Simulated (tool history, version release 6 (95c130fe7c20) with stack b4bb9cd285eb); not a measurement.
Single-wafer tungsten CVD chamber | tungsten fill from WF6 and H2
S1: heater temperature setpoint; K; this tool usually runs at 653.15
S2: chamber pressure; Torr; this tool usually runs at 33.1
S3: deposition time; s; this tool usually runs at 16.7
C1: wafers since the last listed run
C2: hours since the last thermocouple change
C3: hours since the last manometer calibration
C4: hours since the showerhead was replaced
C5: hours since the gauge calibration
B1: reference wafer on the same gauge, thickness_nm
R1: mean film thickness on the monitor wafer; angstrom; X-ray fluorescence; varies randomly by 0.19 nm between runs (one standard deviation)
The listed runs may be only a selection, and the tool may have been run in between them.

Run 1, hour 0: usual settings but S1 647.15 K, S2 38.3 Torr; C1 0; C2 1567.2; C3 628.5; C4 6620.2; C5 106.2; B1 42.095. Result: R1 366.06 angstrom.
Run 2, hour 20.9: usual settings but S1 647.15 K, S2 38.3 Torr; C1 1001; C2 1588.1; C3 649.4; C4 6641.1; C5 127.1; B1 42.057. Result: R1 369.7 angstrom.
Run 3, hour 55.6: usual settings but S1 663.15 K; C1 1662; C2 1622.8; C3 684.1; C4 6675.8; C5 161.8; B1 42.097. Result: R1 453.89 angstrom.
Run 4, hour 90.4: usual settings but S1 663.15 K; C1 1667; C2 1657.6; C3 718.9; C4 6710.6; C5 196.6; B1 42.089. Result: R1 450.88 angstrom.
Run 5, hour 109.9: usual settings but S1 663.15 K; C1 934; C2 1677.1; C3 738.4; C4 6730.1; C5 216.1; B1 42.077. Result: R1 451.07 angstrom.
Run 6, hour 126.1: usual settings; C1 776; C2 1693.3; C3 754.6; C4 6746.3; C5 232.3; B1 42.006. Result: R1 372.49 angstrom.
Run 7, hour 161.1: usual settings; C1 1677; C2 1728.3; C3 789.6; C4 6781.3; C5 267.3; B1 42.101. Result: R1 372.97 angstrom.
Run 8, hour 186.6: usual settings; C1 1221; C2 1753.8; C3 815.1; C4 6806.8; C5 292.8; B1 42.096. Result: R1 375.85 angstrom.
Run 9, hour 213.6: usual settings; C1 1293; C2 1780.8; C3 842.1; C4 6833.8; C5 319.8; B1 42.089. Result: R1 371.84 angstrom.
Run 10, hour 245.7: usual settings; C1 1538; C2 1812.9; C3 874.2; C4 6865.9; C5 351.9; B1 42.133. Result: R1 375.07 angstrom.
Run 11, hour 262.8: usual settings; C1 819; C2 1830; C3 891.3; C4 6883; C5 369; B1 42.105. Result: R1 373.4 angstrom.
Run 12, hour 333.2: usual settings; C1 3373; C2 1900.4; C3 961.7; C4 6953.4; C5 439.4; B1 42.228. Result: R1 375.13 angstrom.
At hour 346.2: thermocouple changed; heater temperature recalibrated.
Run 13, hour 353.3: usual settings; C1 579; C2 7.1; C3 981.8; C4 6973.5; C5 459.5; B1 42.179. Result: R1 375.32 angstrom.
Run 14, hour 371.6: usual settings but S1 667.15 K, S2 36.7 Torr, S3 17.7 s; C1 876; C2 25.4; C3 1000.1; C4 6991.8; C5 477.8; B1 42.158. Result: R1 558.54 angstrom.
Run 15, hour 388.4: usual settings; C1 804; C2 42.2; C3 1016.9; C4 7008.6; C5 494.6; B1 42.064. Result: R1 373.95 angstrom.
Run 16, hour 413.7: usual settings but S1 646.15 K, S2 39.1 Torr, S3 14 s; C1 1212; C2 67.5; C3 1042.2; C4 7033.9; C5 519.9; B1 42.17. Result: R1 308.76 angstrom.
Run 17, hour 439.2: usual settings but S3 15 s; C1 1221; C2 93; C3 1067.7; C4 7059.4; C5 545.4; B1 42.113. Result: R1 340.99 angstrom.
Run 18, hour 474.3: usual settings; C1 1681; C2 128.1; C3 1102.8; C4 7094.5; C5 580.5; B1 42.022. Result: R1 375.32 angstrom.
Run 19, hour 513.6: usual settings; C1 1883; C2 167.4; C3 1142.1; C4 7133.8; C5 619.8; B1 42.138. Result: R1 375.28 angstrom.
Run 20, hour 536.8: usual settings but S1 660.15 K, S2 35.6 Torr, S3 14.1 s; C1 1111; C2 190.6; C3 1165.3; C4 7157; C5 643; B1 42.203. Result: R1 387.17 angstrom.
Run 21, hour 552.8: usual settings but S1 642.15 K; C1 766; C2 206.6; C3 1181.3; C4 7173; C5 659; B1 42.25. Result: R1 299.89 angstrom.
Run 22, hour 584.8: usual settings but S1 638.15 K, S3 19.5 s; C1 1533; C2 238.6; C3 1213.3; C4 7205; C5 691; B1 42.14. Result: R1 329.14 angstrom.
At hour 590.5: gauge calibrated.
Run 23, hour 600.7: usual settings but S2 25.8 Torr, S3 15.1 s; C1 761; C2 254.5; C3 1229.2; C4 7220.9; C5 10.2; B1 42.164. Result: R1 276.26 angstrom.
Run 24, hour 634.9: usual settings but S1 647.15 K, S2 38.8 Torr, S3 19.7 s; C1 1638; C2 288.7; C3 1263.4; C4 7255.1; C5 44.4; B1 42.19. Result: R1 447.29 angstrom.
At hour 654.8: capacitance manometer re-zeroed and calibrated.
At hour 656.6: showerhead replaced.
Run 25, hour 657.1: usual settings but S3 19.7 s; C1 594; C2 310.9; C3 2.3; C4 0.5; C5 66.6; B1 42.046. Result: R1 431.9 angstrom.
Run 26, hour 687.2: usual settings; C1 1442; C2 341; C3 32.4; C4 30.6; C5 96.7; B1 42.113. Result: R1 369.91 angstrom.
Run 27, hour 720.7: usual settings but S2 25.8 Torr, S3 15.1 s; C1 1605; C2 374.5; C3 65.9; C4 64.1; C5 130.2; B1 42.053. Result: R1 264.43 angstrom.
Run 28, hour 754.4: usual settings but S1 663.15 K, S2 27.7 Torr, S3 15 s; C1 1614; C2 408.2; C3 99.6; C4 97.8; C5 163.9; B1 42.072. Result: R1 344.67 angstrom.
Run 29, hour 775.7: usual settings; C1 1020; C2 429.5; C3 120.9; C4 119.1; C5 185.2; B1 42.135. Result: R1 367.37 angstrom.
Run 30, hour 792.6: usual settings; C1 809; C2 446.4; C3 137.8; C4 136; C5 202.1; B1 42.054. Result: R1 367.92 angstrom.
Run 31, hour 827.1: usual settings but S1 663.15 K, S2 37.8 Torr, S3 14.4 s; C1 1653; C2 480.9; C3 172.3; C4 170.5; C5 236.6; B1 42.082. Result: R1 418.16 angstrom.
Run 32, hour 858.5: usual settings but S3 19.7 s; C1 1504; C2 512.3; C3 203.7; C4 201.9; C5 268; B1 42.171. Result: R1 433.16 angstrom.
Run 33, hour 881.1: usual settings but S1 658.15 K, S2 38.2 Torr, S3 19.6 s; C1 1082; C2 534.9; C3 226.3; C4 224.5; C5 290.6; B1 42.179. Result: R1 525.04 angstrom.

Subtracting, for every run, the result it would have given without the tool's unlogged condition from the measured result gives the following. The same run-to-run variation enters both numbers; the gauge's scatter may not:
Unlogged tool condition in this case: wafer temperature above the value expected at the setpoint (K); true pressure above the setpoint (%); gauge reads high (%).
run      R1
  1   +6.94
  2   +7.22
  3   +9.49
  4   +9.87
  5  +10.12
  6   +8.52
  7   +8.89
  8   +9.23
  9    +9.4
 10   +9.82
 11   +9.96
 12  +10.73
 13  +10.94
 14  +16.26
 15  +11.26
 16   +9.21
 17  +10.74
 18  +12.17
 19  +12.57
 20  +13.06
 21  +10.36
 22  +11.65
 23  +10.14
 24  +15.95
 25   +1.12
 26   +1.28
 27   +1.21
 28   +1.93
 29   +2.23
 30   +2.42
 31   +3.11
 32   +3.69
 33   +4.73
